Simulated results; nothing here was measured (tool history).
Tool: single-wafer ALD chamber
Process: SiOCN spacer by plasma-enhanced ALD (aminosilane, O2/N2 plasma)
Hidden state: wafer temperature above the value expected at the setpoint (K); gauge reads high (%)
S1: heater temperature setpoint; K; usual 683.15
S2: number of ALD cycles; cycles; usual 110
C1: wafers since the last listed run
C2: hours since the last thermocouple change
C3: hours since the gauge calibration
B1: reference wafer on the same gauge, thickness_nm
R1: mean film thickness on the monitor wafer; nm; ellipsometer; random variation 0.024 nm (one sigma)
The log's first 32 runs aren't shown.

Run 33, hour 2335.2: usual settings but S1 695.15 K, S2 100 cycles; C1 190; C2 512.1; C3 403.2; B1 6.275. Result: R1 5.889 nm.
Run 34, hour 2425.4: usual settings but S2 101 cycles; C1 185; C2 602.3; C3 493.4; B1 6.276. Result: R1 6.204 nm.
Run 35, hour 2482.7: usual settings; C1 117; C2 659.6; C3 550.7; B1 6.275. Result: R1 6.725 nm.
Run 36, hour 2577.9: usual settings but S1 674.15 K, S2 100 cycles; C1 195; C2 754.8; C3 645.9; B1 6.279. Result: R1 6.224 nm.
Run 37, hour 2624.5: usual settings; C1 95; C2 801.4; C3 692.5; B1 6.287. Result: R1 6.754 nm.
Run 38, hour 2719.6: usual settings but S1 673.15 K; C1 195; C2 896.5; C3 787.6; B1 6.292. Result: R1 6.829 nm.
Run 39, hour 2760.8: usual settings but S1 678.15 K; C1 84; C2 937.7; C3 828.8; B1 6.273. Result: R1 6.803 nm.
Run 40, hour 2864.4: usual settings but S1 691.15 K, S2 128 cycles; C1 212; C2 1041.3; C3 932.4; B1 6.268. Result: R1 7.645 nm.
Run 41, hour 2916.5: usual settings; C1 107; C2 1093.4; C3 984.5; B1 6.277. Result: R1 6.739 nm.
Run 42, hour 2993.1: usual settings but S2 128 cycles; C1 157; C2 1170.0; C3 1061.1; B1 6.296. Result: R1 7.863 nm.
Run 43, hour 3099.8: usual settings but S1 676.15 K, S2 119 cycles; C1 219; C2 1276.7; C3 1167.8; B1 6.286. Result: R1 7.421 nm.
Run 44, hour 3177.7: usual settings but S1 674.15 K; C1 160; C2 1354.6; C3 1245.7; B1 6.273. Result: R1 6.780 nm.

Forecast each of these 4 alternatives for the next run:
Run A, hour 3178.3: usual settings but S1 669.15 K; C1 1; C2 1355.2; C3 1246.3; B1 ?. Result: R1 ?.
Run B, hour 3178.3: usual settings but S1 675.15 K; C1 1; C2 1355.2; C3 1246.3; B1 ?. Result: R1 ?.
Run C, hour 3178.3: usual settings but S1 695.15 K, S2 90 cycles; C1 1; C2 1355.2; C3 1246.3; B1 ?. Result: R1 ?.
Run D, hour 3178.3: usual settings but S1 697.15 K, S2 96 cycles; C1 1; C2 1355.2; C3 1246.3; B1 ?. Result: R1 ?.

run     B1     R1
  A  6.284  6.814
  B  6.284  6.814
  C  6.284  5.311
  D  6.284  5.630
Without the tool's hidden state the same runs would have given:
run     R1
  A  6.814
  B  6.767
  C  5.213
  D  5.526
